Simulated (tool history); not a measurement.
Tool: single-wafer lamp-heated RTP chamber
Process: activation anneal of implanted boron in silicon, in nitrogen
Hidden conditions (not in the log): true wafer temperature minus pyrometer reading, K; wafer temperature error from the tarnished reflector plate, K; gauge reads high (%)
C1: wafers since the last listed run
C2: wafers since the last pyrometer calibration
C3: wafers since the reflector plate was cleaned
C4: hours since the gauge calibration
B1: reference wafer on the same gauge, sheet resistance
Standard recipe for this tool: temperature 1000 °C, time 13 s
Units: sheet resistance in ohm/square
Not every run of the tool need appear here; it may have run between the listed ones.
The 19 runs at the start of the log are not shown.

{"run": 20, "hour": 904.9, "temperature": 978, "time": 9, "C1": 273, "C2": 5142, "C3": 3633, "C4": 344.1, "B1": 234.61, "sheet resistance": 232.78}
{"run": 21, "hour": 935.8, "temperature": 984, "time": 7, "C1": 342, "C2": 5485, "C3": 3976, "C4": 375.0, "B1": 234.31, "sheet resistance": 226.42}
{"hour": 960.2, "done": "pyrometer window cleaned and pyrometer calibrated"}
{"run": 22, "hour": 1092.3, "temperature": 1023, "time": 13, "C1": 1647, "C2": 1465, "C3": 5623, "C4": 531.5, "B1": 234.35, "sheet resistance": 207.59}
{"run": 23, "hour": 1150.9, "temperature": 1000, "time": 15, "C1": 649, "C2": 2115, "C3": 6273, "C4": 590.1, "B1": 234.76, "sheet resistance": 212.48}
{"run": 24, "hour": 1206.1, "temperature": 988, "time": 10, "C1": 612, "C2": 2727, "C3": 6885, "C4": 645.3, "B1": 234.55, "sheet resistance": 222.46}
{"run": 25, "hour": 1267.5, "temperature": 984, "time": 15, "C1": 680, "C2": 3408, "C3": 7566, "C4": 706.7, "B1": 234.65, "sheet resistance": 221.5}
{"run": 26, "hour": 1312.3, "temperature": 972, "time": 6, "C1": 496, "C2": 3905, "C3": 8063, "C4": 751.5, "B1": 234.66, "sheet resistance": 243.17}
{"run": 27, "hour": 1375.2, "temperature": 1000, "time": 13, "C1": 697, "C2": 4603, "C3": 8761, "C4": 814.4, "B1": 234.89, "sheet resistance": 213.07}
{"hour": 1395.5, "done": "reflector plate cleaned"}
{"run": 28, "hour": 1434.0, "temperature": 984, "time": 15, "C1": 563, "C2": 5166, "C3": 426, "C4": 873.2, "B1": 235.27, "sheet resistance": 222.14}
{"hour": 1451.3, "done": "pyrometer window cleaned and pyrometer calibrated"}
{"run": 29, "hour": 1479.5, "temperature": 1000, "time": 13, "C1": 415, "C2": 313, "C3": 842, "C4": 918.7, "B1": 234.88, "sheet resistance": 214.53}
{"run": 30, "hour": 1544.3, "temperature": 986, "time": 18, "C1": 718, "C2": 1031, "C3": 1561, "C4": 983.5, "B1": 235.2, "sheet resistance": 219.69}
{"run": 31, "hour": 1570.5, "temperature": 1026, "time": 8, "C1": 290, "C2": 1322, "C3": 1851, "C4": 1009.7, "B1": 235.2, "sheet resistance": 209.25}
{"run": 32, "hour": 1607.7, "temperature": 1000, "time": 13, "C1": 412, "C2": 1734, "C3": 2264, "C4": 1046.9, "B1": 235.5, "sheet resistance": 213.1}
{"run": 33, "hour": 1670.0, "temperature": 1011, "time": 19, "C1": 690, "C2": 2425, "C3": 2955, "C4": 1109.2, "B1": 235.27, "sheet resistance": 211.18}
{"run": 34, "hour": 1710.9, "temperature": 1000, "time": 20, "C1": 453, "C2": 2879, "C3": 3409, "C4": 1150.1, "B1": 235.36, "sheet resistance": 211.9}
{"run": 35, "hour": 1770.9, "temperature": 1000, "time": 13, "C1": 665, "C2": 3545, "C3": 4074, "C4": 1210.1, "B1": 235.6, "sheet resistance": 215.23}

Each row is a separate what-if for the run after 35, all from the same tool condition, not one after another. Results?
{"run": "A", "hour": 1771.3, "temperature": 1027, "time": 13, "C1": 4, "C2": 3549, "C3": 4078, "C4": 1210.5, "B1": "?", "sheet resistance": "?"}
{"run": "B", "hour": 1771.3, "temperature": 1019, "time": 19, "C1": 4, "C2": 3549, "C3": 4078, "C4": 1210.5, "B1": "?", "sheet resistance": "?"}
{"run": "C", "hour": 1771.3, "temperature": 1000, "time": 6, "C1": 4, "C2": 3549, "C3": 4078, "C4": 1210.5, "B1": "?", "sheet resistance": "?"}

run=A B1=235.69 sheet_resistance=208.89
run=B B1=235.69 sheet_resistance=209.11
run=C B1=235.69 sheet_resistance=217.74
Without the tool's hidden state the same runs would have given:
run=A sheet_resistance=207.29
run=B sheet_resistance=207.51
run=C sheet_resistance=216.07
